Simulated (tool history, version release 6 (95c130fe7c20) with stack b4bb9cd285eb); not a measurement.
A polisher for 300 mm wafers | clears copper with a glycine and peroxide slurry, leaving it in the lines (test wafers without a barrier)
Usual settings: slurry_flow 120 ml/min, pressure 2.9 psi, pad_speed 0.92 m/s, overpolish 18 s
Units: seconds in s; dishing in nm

run,hour,slurry_flow,pressure,pad_speed,overpolish,wafers since the last listed run,wafers polished on this pad,hours since the slurry nozzle was cleaned,hours since the head pressure was calibrated,"incoming thickness of the incoming film, nm",seconds,dishing
1,0,120,2.9,0.92,15,0,1357,687.2,316.3,537.3,97.9,44.5
# hour 3.4: head pressure recalibrated
# hour 16.7: slurry nozzle cleaned
2,66.7,120,3.4,0.92,18,447,1805,50,63.3,535.3,91.7,51.6
3,103.9,120,3.4,0.92,18,261,2067,87.2,100.5,536.1,88.9,52.1
# hour 143.5: worn pad replaced by a new one
4,160.9,130,2.9,0.92,18,372,122,144.2,157.5,550.1,99.9,50.7
5,199,130,2.9,0.92,18,267,390,182.3,195.6,545.3,101,50.8
6,270.9,120,2.9,0.92,18,505,895,254.2,267.5,536.6,98.8,49.4
7,304.1,120,2.9,0.92,18,233,1129,287.4,300.7,528.8,95.9,49.9
8,334.8,120,2.9,0.92,18,215,1345,318.1,331.4,535.9,98.1,50.1
# hour 341.5: head pressure recalibrated
9,406.4,120,2.9,0.92,18,489,1834,389.7,64.9,539.7,94.1,51.9
10,448.8,120,2.9,0.92,18,298,2132,432.1,107.3,546.8,95.8,51.2
11,498.1,120,2.9,0.92,18,346,2479,481.4,156.6,533.7,91.2,50.7
12,541.8,120,2.9,0.92,18,307,2786,525.1,200.3,540.7,93.1,51.1
# hour 551: worn pad replaced by a new one
13,578.3,120,2.9,0.92,18,228,191,561.6,236.8,543.6,93.6,51.5
14,632,120,2.9,0.92,18,377,569,615.3,290.5,538,93.5,52
# hour 655.2: head pressure recalibrated, repeated, since the last time left the tool worse
15,660,120,2.9,0.92,18,182,752,643.3,4.8,543.5,103.8,49.4
16,727.4,120,2.9,0.92,18,473,1226,710.7,72.2,546.1,101.7,49
17,754.2,120,2.9,0.68,18,188,1414,737.5,99,529.5,124.4,42
18,791.9,150,3.6,0.92,18,265,1679,775.2,136.7,540.4,84.3,54.3
# hour 804.1: slurry nozzle cleaned
# hour 890.9: worn pad replaced by a new one
19,946.8,120,2.9,1.02,18,1053,392,142.7,291.6,533.2,88.1,51.5
20,1002.2,120,2.9,0.92,18,389,782,198.1,347,537.7,96.6,49.9
21,1034.2,130,3.3,0.92,9,224,1007,230.1,379,542.8,87.7,33.5
# hour 1050.5: head pressure recalibrated
22,1085.2,120,2.9,0.7,23,344,1351,281.1,34.7,548.5,127.2,49.9
23,1152.5,120,3.3,0.92,24,473,1825,348.4,102,538.5,93.9,61
24,1213.7,130,2,1.22,13,430,2255,409.6,163.2,541.5,99.4,39.1
25,1238.5,120,3.3,0.92,24,174,2429,434.4,188,545.2,94.9,59.4
# hour 1286: worn pad replaced by a new one
26,1295.2,120,2.9,0.92,18,370,64,491.1,244.7,539.7,100.6,49.7
27,1344.6,85,3.2,0.92,18,347,412,540.5,294.1,540.7,99.1,49.2
# hour 1376.6: head pressure recalibrated
28,1401.7,120,2.9,0.92,18,387,799,597.6,25.1,537.1,100.1,48.5
29,1464.3,95,3.2,1.14,24,440,1239,660.2,87.7,543.8,84.4,64
# hour 1517.1: slurry nozzle cleaned
30,1523.9,120,2.9,0.92,18,412,1651,6.8,147.3,535.8,101.7,48.8
31,1588.9,120,2.9,1.16,18,457,2108,71.8,212.3,536.2,80.8,55.2
32,1651.7,120,3.6,1.14,18,441,2550,134.6,275.1,536,70,59.9
# hour 1710.7: worn pad replaced by a new one
# hour 1712.2: head pressure recalibrated
33,1712.7,100,2.5,1.2,22,390,3,195.6,0.5,541.6,94,56.9
34,1775.8,120,3.3,0.92,24,443,446,258.7,63.6,534.1,92.7,60.3

Measured less the same run without the tool's hidden state. The same run-to-run variation is in both; the gauge's scatter may not be:
The hidden state here: removal rate lost through wear of the pad, %; slurry flow missing at the pad, %; deviation of the head's pressure from its setpoint, %.
run,seconds,dishing
1,-3.5,+1.2
2,-0.6,+0.3
3,-1,+0.4
4,-1.7,+0.6
5,-2.1,+0.8
6,-2.9,+0.9
7,-3.1,+1.1
8,-3.5,+1.2
9,-6.5,+2.3
10,-7,+2.4
11,-7.2,+2.6
12,-7.8,+2.8
13,-8.2,+2.9
14,-8.7,+3.1
15,-0.3,+0.1
16,-1.1,+0.3
17,-1.5,+0.4
18,-1.5,+0.6
19,-3,+1.1
20,-3.8,+1.3
21,-3.9,+1.2
22,+0,+0
23,-0.7,+0.3
24,-1.4,+0.4
25,-1.6,+0.6
26,-2.3,+0.8
27,-2.8,+0.9
28,-0.5,+0.1
29,-0.9,+0.4
30,-1.7,+0.6
31,-2,+0.9
32,-2.3,+1.1
33,-0.1,+0.1
34,-0.7,+0.3
